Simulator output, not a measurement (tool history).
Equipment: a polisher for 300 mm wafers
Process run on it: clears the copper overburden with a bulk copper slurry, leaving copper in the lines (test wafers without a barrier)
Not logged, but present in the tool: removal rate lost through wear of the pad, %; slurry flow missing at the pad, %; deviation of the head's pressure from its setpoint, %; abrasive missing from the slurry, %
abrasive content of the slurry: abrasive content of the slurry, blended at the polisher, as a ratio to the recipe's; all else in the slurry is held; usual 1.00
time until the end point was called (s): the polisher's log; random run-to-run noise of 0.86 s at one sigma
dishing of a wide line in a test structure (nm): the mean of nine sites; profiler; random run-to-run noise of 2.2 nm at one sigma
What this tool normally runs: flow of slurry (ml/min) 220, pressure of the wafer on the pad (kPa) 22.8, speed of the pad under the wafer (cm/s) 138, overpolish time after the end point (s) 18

| run | hour | flow of slurry (ml/min) | pressure of the wafer on the pad (kPa) | speed of the pad under the wafer (cm/s) | abrasive content of the slurry | overpolish time after the end point (s) | wafers since the last listed run | wafers polished on this pad | hours since the slurry nozzle was cleaned | hours since the head pressure was calibrated | hours since the slurry blender was calibrated | incoming thickness of the incoming film, nm | time until the end point was called (s) | dishing of a wide line in a test structure (nm) |
|---|---|---|---|---|---|---|---|---|---|---|---|---|---|---|
| 1 | 0.0 | 220 | 22.8 | 138 | 1.00 | 18 | 0 | 1519 | 387.8 | 626.8 | 334.2 | 1181.0 | 75.6 | 122.1 |
|  | 29.3 | slurry blender recalibrated |
| 2 | 49.3 | 220 | 22.8 | 138 | 0.85 | 18 | 380 | 1900 | 437.1 | 676.1 | 20.0 | 1167.7 | 73.6 | 118.7 |
| 3 | 105.7 | 220 | 22.8 | 138 | 0.85 | 18 | 453 | 2353 | 493.5 | 732.5 | 76.4 | 1157.7 | 75.6 | 114.2 |
|  | 116.5 | worn pad replaced by a new one |
| 4 | 171.4 | 220 | 22.8 | 108 | 1.00 | 18 | 496 | 441 | 559.2 | 798.2 | 142.1 | 1158.5 | 89.1 | 109.9 |
| 5 | 226.4 | 220 | 22.8 | 108 | 1.00 | 18 | 442 | 883 | 614.2 | 853.2 | 197.1 | 1159.9 | 90.0 | 111.3 |
|  | 228.5 | slurry nozzle cleaned |
| 6 | 294.3 | 220 | 22.8 | 108 | 1.00 | 18 | 537 | 1421 | 65.8 | 921.1 | 265.0 | 1167.2 | 90.8 | 109.7 |
| 7 | 361.8 | 220 | 22.8 | 138 | 1.00 | 18 | 542 | 1964 | 133.3 | 988.6 | 332.5 | 1175.8 | 72.6 | 117.3 |
|  | 410.1 | head pressure recalibrated |
| 8 | 416.0 | 220 | 22.8 | 138 | 1.00 | 18 | 419 | 2383 | 187.5 | 5.9 | 386.7 | 1157.9 | 72.1 | 118.3 |
|  | 444.9 | slurry blender recalibrated |
|  | 458.5 | worn pad replaced by a new one |
| 9 | 471.2 | 220 | 22.8 | 138 | 1.00 | 18 | 395 | 102 | 242.7 | 61.1 | 26.3 | 1157.7 | 72.4 | 118.4 |
| 10 | 539.9 | 220 | 22.8 | 138 | 1.00 | 18 | 552 | 654 | 311.4 | 129.8 | 95.0 | 1163.4 | 74.9 | 119.4 |
| 11 | 596.9 | 220 | 22.8 | 138 | 1.00 | 18 | 458 | 1113 | 368.4 | 186.8 | 152.0 | 1176.1 | 72.4 | 119.6 |
| 12 | 660.0 | 155 | 26.9 | 122 | 1.00 | 18 | 507 | 1620 | 431.5 | 249.9 | 215.1 | 1153.2 | 71.1 | 123.2 |
| 13 | 688.3 | 220 | 22.8 | 138 | 0.85 | 18 | 227 | 1847 | 459.8 | 278.2 | 243.4 | 1160.8 | 73.6 | 118.1 |
| 14 | 747.4 | 290 | 15.2 | 138 | 0.75 | 15 | 475 | 2323 | 518.9 | 337.3 | 302.5 | 1138.0 | 111.5 | 82.8 |
|  | 780.9 | slurry blender recalibrated |
|  | 816.2 | worn pad replaced by a new one |
| 15 | 816.6 | 250 | 22.8 | 168 | 1.00 | 18 | 508 | 3 | 588.1 | 406.5 | 35.7 | 1152.7 | 59.9 | 124.6 |
| 16 | 884.2 | 260 | 22.8 | 138 | 0.90 | 28 | 543 | 547 | 655.7 | 474.1 | 103.3 | 1182.2 | 74.1 | 133.6 |
| 17 | 912.6 | 220 | 22.8 | 138 | 1.00 | 18 | 228 | 775 | 684.1 | 502.5 | 131.7 | 1162.7 | 74.1 | 121.3 |
|  | 932.6 | slurry nozzle cleaned |
| 18 | 980.7 | 220 | 22.8 | 138 | 1.00 | 18 | 539 | 1314 | 48.1 | 570.6 | 199.8 | 1158.9 | 72.2 | 117.5 |
| 19 | 1017.6 | 220 | 28.3 | 138 | 1.00 | 18 | 296 | 1611 | 85.0 | 607.5 | 236.7 | 1135.6 | 57.1 | 140.1 |
| 20 | 1070.4 | 220 | 22.8 | 138 | 0.90 | 18 | 424 | 2036 | 137.8 | 660.3 | 289.5 | 1153.1 | 74.8 | 120.3 |
|  | 1093.1 | slurry blender recalibrated |
| 21 | 1105.3 | 220 | 31.0 | 172 | 1.25 | 22 | 264 | 2300 | 172.7 | 695.2 | 12.2 | 1159.7 | 41.7 | 156.9 |
| 22 | 1134.5 | 220 | 17.9 | 138 | 0.85 | 18 | 234 | 2535 | 201.9 | 724.4 | 41.4 | 1154.8 | 93.3 | 103.4 |
|  | 1169.8 | worn pad replaced by a new one |
| 23 | 1180.5 | 220 | 26.9 | 138 | 1.00 | 18 | 337 | 85 | 247.9 | 770.4 | 87.4 | 1167.7 | 60.8 | 132.5 |
| 24 | 1244.6 | 220 | 22.8 | 138 | 1.00 | 25 | 515 | 601 | 312.0 | 834.5 | 151.5 | 1154.1 | 72.3 | 132.5 |
| 25 | 1294.4 | 290 | 22.8 | 172 | 1.00 | 18 | 400 | 1001 | 361.8 | 884.3 | 201.3 | 1155.1 | 58.5 | 126.5 |
| 26 | 1334.0 | 220 | 19.3 | 174 | 0.70 | 26 | 318 | 1320 | 401.4 | 923.9 | 240.9 | 1172.3 | 76.7 | 131.9 |
| 27 | 1370.9 | 185 | 22.8 | 138 | 1.10 | 18 | 296 | 1616 | 438.3 | 960.8 | 277.8 | 1153.5 | 72.5 | 119.4 |

What if the next run were any one of these 5? Each begins from the tool's condition after run 27:
| A | 1371.3 | 220 | 22.8 | 166 | 1.00 | 18 | 3 | 1619 | 438.7 | 961.2 | 278.2 | 1164.3 | ? | ? |
| B | 1371.3 | 275 | 14.5 | 138 | 1.20 | 10 | 3 | 1619 | 438.7 | 961.2 | 278.2 | 1164.3 | ? | ? |
| C | 1371.3 | 280 | 16.5 | 138 | 1.15 | 18 | 3 | 1619 | 438.7 | 961.2 | 278.2 | 1164.3 | ? | ? |
| D | 1371.3 | 220 | 15.2 | 138 | 1.20 | 24 | 3 | 1619 | 438.7 | 961.2 | 278.2 | 1164.3 | ? | ? |
| E | 1371.3 | 220 | 22.8 | 138 | 1.00 | 14 | 3 | 1619 | 438.7 | 961.2 | 278.2 | 1164.3 | ? | ? |

| run | time until the end point was called (s) | dishing of a wide line in a test structure (nm) |
|---|---|---|
| A | 61.5 | 124.5 |
| B | 107.4 | 64.3 |
| C | 94.6 | 98.4 |
| D | 104.7 | 103.7 |
| E | 72.3 | 105.6 |
The same runs, with their run-to-run variation unchanged, on a tool lacking any hidden condition would have given:
| run | time until the end point was called (s) | dishing of a wide line in a test structure (nm) |
|---|---|---|
| A | 61.5 | 124.5 |
| B | 107.4 | 64.3 |
| C | 94.6 | 98.4 |
| D | 104.7 | 103.7 |
| E | 72.3 | 105.6 |

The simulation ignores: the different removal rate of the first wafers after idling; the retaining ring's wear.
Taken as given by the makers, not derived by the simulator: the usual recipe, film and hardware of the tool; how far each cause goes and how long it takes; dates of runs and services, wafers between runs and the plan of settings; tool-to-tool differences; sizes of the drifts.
